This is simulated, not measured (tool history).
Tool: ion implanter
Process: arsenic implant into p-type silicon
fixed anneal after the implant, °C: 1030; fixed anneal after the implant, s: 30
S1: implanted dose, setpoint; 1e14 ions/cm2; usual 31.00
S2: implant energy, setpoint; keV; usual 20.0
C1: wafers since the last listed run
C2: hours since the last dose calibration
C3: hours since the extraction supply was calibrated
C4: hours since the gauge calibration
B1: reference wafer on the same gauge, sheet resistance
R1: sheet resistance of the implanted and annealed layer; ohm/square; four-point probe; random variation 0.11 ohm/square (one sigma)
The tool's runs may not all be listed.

Run 1, hour 0.0: usual settings; C1 0; C2 1330.4; C3 2048.9; C4 57.4; B1 80.92. Result: R1 73.98 ohm/square.
Run 2, hour 87.8: usual settings; C1 1525; C2 1418.2; C3 2136.7; C4 145.2; B1 81.29. Result: R1 73.90 ohm/square.
Run 3, hour 111.6: usual settings; C1 413; C2 1442.0; C3 2160.5; C4 169.0; B1 81.36. Result: R1 74.36 ohm/square.
Run 4, hour 184.9: usual settings but S2 15.0 keV; C1 1273; C2 1515.3; C3 2233.8; C4 242.3; B1 81.51. Result: R1 78.72 ohm/square.
Run 5, hour 230.9: usual settings; C1 799; C2 1561.3; C3 2279.8; C4 288.3; B1 81.60. Result: R1 74.30 ohm/square.
Run 6, hour 248.6: usual settings but S2 15.5 keV; C1 307; C2 1579.0; C3 2297.5; C4 306.0; B1 81.62. Result: R1 78.16 ohm/square.
Run 7, hour 279.0: usual settings but S1 34.11 1e14 ions/cm2; C1 528; C2 1609.4; C3 2327.9; C4 336.4; B1 81.63. Result: R1 73.00 ohm/square.
Run 8, hour 291.4: usual settings but S1 34.11 1e14 ions/cm2; C1 215; C2 1621.8; C3 2340.3; C4 348.8; B1 81.63. Result: R1 72.91 ohm/square.
Run 9, hour 308.2: usual settings but S1 34.11 1e14 ions/cm2; C1 291; C2 1638.6; C3 2357.1; C4 365.6; B1 81.64. Result: R1 72.80 ohm/square.
Run 10, hour 326.6: usual settings; C1 319; C2 1657.0; C3 2375.5; C4 384.0; B1 81.67. Result: R1 74.59 ohm/square.
At hour 338.9: Faraday cup replaced and dose calibrated.
At hour 343.1: extraction supply calibrated.
Run 11, hour 356.3: usual settings but S1 34.29 1e14 ions/cm2, S2 24.5 keV; C1 305; C2 17.4; C3 13.2; C4 413.7; B1 81.69. Result: R1 69.06 ohm/square.
Run 12, hour 391.2: usual settings but S1 35.41 1e14 ions/cm2, S2 25.0 keV; C1 606; C2 52.3; C3 48.1; C4 448.6; B1 81.73. Result: R1 68.15 ohm/square.
Run 13, hour 411.1: usual settings; C1 345; C2 72.2; C3 68.0; C4 468.5; B1 81.70. Result: R1 74.48 ohm/square.
Run 14, hour 427.8: usual settings but S1 33.33 1e14 ions/cm2, S2 18.0 keV; C1 290; C2 88.9; C3 84.7; C4 485.2; B1 81.73. Result: R1 75.25 ohm/square.
At hour 440.6: gauge calibrated.
Run 15, hour 457.9: usual settings but S1 36.28 1e14 ions/cm2, S2 25.5 keV; C1 523; C2 119.0; C3 114.8; C4 17.3; B1 80.85. Result: R1 66.77 ohm/square.
Run 16, hour 470.7: usual settings but S1 34.30 1e14 ions/cm2; C1 222; C2 131.8; C3 127.6; C4 30.1; B1 80.96. Result: R1 72.13 ohm/square.
Run 17, hour 486.8: usual settings but S1 35.17 1e14 ions/cm2, S2 25.5 keV; C1 279; C2 147.9; C3 143.7; C4 46.2; B1 81.04. Result: R1 67.34 ohm/square.
Run 18, hour 508.1: usual settings; C1 370; C2 169.2; C3 165.0; C4 67.5; B1 81.18. Result: R1 73.89 ohm/square.

Forecast run 19:
Run 19, hour 581.3: usual settings but S1 23.74 1e14 ions/cm2, S2 24.5 keV; C1 1272; C2 242.4; C3 238.2; C4 140.7; B1 ?. Result: R1 ?.

{"run 19": {"B1": 81.51, "R1": 75.96}}
Without the tool's hidden state the same run would have given R1 75.14 ohm/square.
